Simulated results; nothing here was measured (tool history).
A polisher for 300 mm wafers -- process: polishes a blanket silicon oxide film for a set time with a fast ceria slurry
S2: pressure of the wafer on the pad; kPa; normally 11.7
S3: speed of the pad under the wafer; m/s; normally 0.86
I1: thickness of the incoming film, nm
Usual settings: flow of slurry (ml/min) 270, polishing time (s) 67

Run 1, hour 0.0: usual settings but S2 10.3 kPa; I1 2897.8. Result: film removed (Å) 4845.
Run 2, hour 69.0: usual settings but S2 13.1 kPa; I1 2933.4. Result: film removed (Å) 6056.
Run 3, hour 119.8: usual settings; I1 2954.7. Result: film removed (Å) 5328.
Run 4, hour 172.7: usual settings; I1 2897.8. Result: film removed (Å) 5286.
Run 5, hour 214.5: usual settings; I1 2889.7. Result: film removed (Å) 5459.
Run 6, hour 310.5: usual settings; I1 2910.2. Result: film removed (Å) 5337.
At hour 384.6: slurry nozzle cleaned.
Run 7, hour 399.6: usual settings; I1 2902.5. Result: film removed (Å) 5444.
Run 8, hour 476.4: usual settings; I1 2936.0. Result: film removed (Å) 5431.
At hour 527.4: worn pad replaced by a new one.
Run 9, hour 542.6: usual settings; I1 2862.8. Result: film removed (Å) 5596.
Run 10, hour 640.5: usual settings; I1 2880.0. Result: film removed (Å) 5433.
Run 11, hour 692.7: usual settings; I1 2935.0. Result: film removed (Å) 5473.
Run 12, hour 765.7: usual settings; I1 2911.6. Result: film removed (Å) 5364.
Run 13, hour 873.6: usual settings; I1 2951.0. Result: film removed (Å) 5380.
Run 14, hour 975.2: usual settings; I1 2896.2. Result: film removed (Å) 5390.
Run 15, hour 1038.2: usual settings; I1 2919.0. Result: film removed (Å) 5351.
At hour 1080.2: slurry nozzle cleaned.
At hour 1093.5: worn pad replaced by a new one.
Run 16, hour 1098.2: usual settings; I1 2858.5. Result: film removed (Å) 5269.
At hour 1114.6: head pressure recalibrated.
Run 17, hour 1348.1: usual settings but polishing time (s) 53; I1 2968.5. Result: film removed (Å) 4079.
Run 18, hour 1445.3: usual settings but polishing time (s) 53; I1 2955.7. Result: film removed (Å) 4075.
Run 19, hour 1485.9: usual settings but flow of slurry (ml/min) 350, S3 1.06 m/s, polishing time (s) 61; I1 2910.1. Result: film removed (Å) 6058.
Run 20, hour 1589.7: usual settings but S3 0.60 m/s, polishing time (s) 48; I1 2920.6. Result: film removed (Å) 2584.
Run 21, hour 1632.0: usual settings but flow of slurry (ml/min) 295, polishing time (s) 73; I1 2915.7. Result: film removed (Å) 5628.
Run 22, hour 1709.5: usual settings but flow of slurry (ml/min) 325, S2 13.1 kPa, S3 0.96 m/s, polishing time (s) 85; I1 2919.1. Result: film removed (Å) 8329.
At hour 1748.3: worn pad replaced by a new one.
At hour 1763.0: slurry nozzle cleaned, repeated, since the last time left the tool worse.
Run 23, hour 1766.7: usual settings; I1 2870.8. Result: film removed (Å) 5566.
Run 24, hour 1873.9: usual settings but polishing time (s) 82; I1 2864.6. Result: film removed (Å) 6750.
Run 25, hour 1929.3: usual settings but S2 14.5 kPa, S3 0.70 m/s, polishing time (s) 74; I1 2920.0. Result: film removed (Å) 6141.
Run 26, hour 1977.3: usual settings but S3 1.00 m/s, polishing time (s) 77; I1 2912.3. Result: film removed (Å) 7295.
Run 27, hour 2037.5: usual settings; I1 2908.0. Result: film removed (Å) 5513.
Run 28, hour 2077.7: usual settings; I1 2896.0. Result: film removed (Å) 5397.
At hour 2185.5: head pressure recalibrated.
Run 29, hour 2311.7: usual settings but flow of slurry (ml/min) 300, S2 15.9 kPa, S3 1.12 m/s, polishing time (s) 82; I1 2914.4. Result: film removed (Å) 11433.
At hour 2333.0: worn pad replaced by a new one.
Run 30, hour 2351.6: usual settings but S3 0.96 m/s; I1 2957.2. Result: film removed (Å) 5979.
Run 31, hour 2435.2: usual settings but flow of slurry (ml/min) 185; I1 2863.2. Result: film removed (Å) 5079.
At hour 2456.7: slurry nozzle cleaned.
Run 32, hour 2541.3: usual settings but flow of slurry (ml/min) 320; I1 2877.0. Result: film removed (Å) 5534.
Run 33, hour 2591.0: usual settings but S2 9.0 kPa, S3 1.08 m/s; I1 2949.4. Result: film removed (Å) 5264.
Run 34, hour 2660.7: usual settings but S3 0.72 m/s; I1 2928.3. Result: film removed (Å) 4591.
Run 35, hour 2768.5: usual settings; I1 2891.8. Result: film removed (Å) 5402.
Run 36, hour 2827.5: usual settings but flow of slurry (ml/min) 205; I1 2948.5. Result: film removed (Å) 5138.
At hour 2836.8: worn pad replaced by a new one.
Run 37, hour 2907.6: usual settings but S2 10.3 kPa, S3 0.70 m/s; I1 2918.2. Result: film removed (Å) 3913.

Some steps in film removed (Å) between neighbouring runs. How much of each would the tool show without its hidden state too (settings, what came in, random variation), and how much is left for the hidden state, with any gauge scatter that isn't in both results?
Hidden state at play: removal rate lost through wear of the pad, %; slurry flow missing at the pad, %; deviation of the head's pressure from its setpoint, %.
Run 19 -> 20: flow of slurry (ml/min) 350 -> 270, S3 1.06 -> 0.60, polishing time (s) 61 -> 48. film removed (Å) -3474: hidden state +126, all else -3600.
Run 20 -> 21: flow of slurry (ml/min) 270 -> 295, S3 0.60 -> 0.86, polishing time (s) 48 -> 73. film removed (Å) +3044: hidden state -206, all else +3250.
Run 21 -> 22: flow of slurry (ml/min) 295 -> 325, S2 11.7 -> 13.1, S3 0.86 -> 0.96, polishing time (s) 73 -> 85. film removed (Å) +2701: hidden state -186, all else +2887.
Run 22 -> 23: flow of slurry (ml/min) 325 -> 270, S2 13.1 -> 11.7, S3 0.96 -> 0.86, polishing time (s) 85 -> 67, worn pad replaced by a new one, slurry nozzle cleaned, repeated, since the last time left the tool worse. film removed (Å) -2763: hidden state +576, all else -3339.
Run 28 -> 29: flow of slurry (ml/min) 270 -> 300, S2 11.7 -> 15.9, S3 0.86 -> 1.12, polishing time (s) 67 -> 82, head pressure recalibrated. film removed (Å) +6036: hidden state -120, all else +6156.
Run 29 -> 30: flow of slurry (ml/min) 300 -> 270, S2 15.9 -> 11.7, S3 1.12 -> 0.96, polishing time (s) 82 -> 67, worn pad replaced by a new one. film removed (Å) -5454: hidden state +64, all else -5518.

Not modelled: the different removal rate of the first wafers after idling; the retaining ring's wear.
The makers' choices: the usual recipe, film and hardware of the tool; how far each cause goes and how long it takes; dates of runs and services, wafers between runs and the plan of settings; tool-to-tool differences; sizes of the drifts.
